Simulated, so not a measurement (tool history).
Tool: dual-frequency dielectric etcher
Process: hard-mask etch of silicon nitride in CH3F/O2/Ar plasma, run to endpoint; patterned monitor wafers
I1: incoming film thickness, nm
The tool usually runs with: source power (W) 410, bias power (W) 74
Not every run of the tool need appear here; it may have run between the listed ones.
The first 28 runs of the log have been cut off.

Run 29, hour 1396.4: usual settings but source power (W) 320, bias power (W) 86; I1 45.57. Result: endpoint time (s) 61.8.
At hour 1445: wet clean of the chamber.
Run 30, hour 1452.3: usual settings but source power (W) 480, bias power (W) 82; I1 46.23. Result: endpoint time (s) 55.6.
Run 31, hour 1493.8: usual settings but source power (W) 490; I1 46.27. Result: endpoint time (s) 57.9.
Run 32, hour 1519.7: usual settings; I1 46.19. Result: endpoint time (s) 61.
Run 33, hour 1556.2: usual settings; I1 45.67. Result: endpoint time (s) 60.4.
Run 34, hour 1628: usual settings but source power (W) 450, bias power (W) 69; I1 45.53. Result: endpoint time (s) 60.5.
Run 35, hour 1671.8: usual settings; I1 46.42. Result: endpoint time (s) 61.6.
Run 36, hour 1707.2: usual settings; I1 46.16. Result: endpoint time (s) 61.

Here are 3 independent what-if runs from the current tool condition. What would each one return?
Run A, hour 1707.6: usual settings but source power (W) 350; I1 46.05. Result: endpoint time (s) ?.
Run B, hour 1707.6: usual settings but source power (W) 330, bias power (W) 62; I1 46.05. Result: endpoint time (s) ?.
Run C, hour 1707.6: usual settings but bias power (W) 80; I1 46.05. Result: endpoint time (s) ?.

run  endpoint time (s)
  A               64.5
  B               70.5
  C               59.4
With the hidden condition removed and each run's random variation left untouched, the same runs would have given:
run  endpoint time (s)
  A               64.5
  B               70.5
  C               59.4
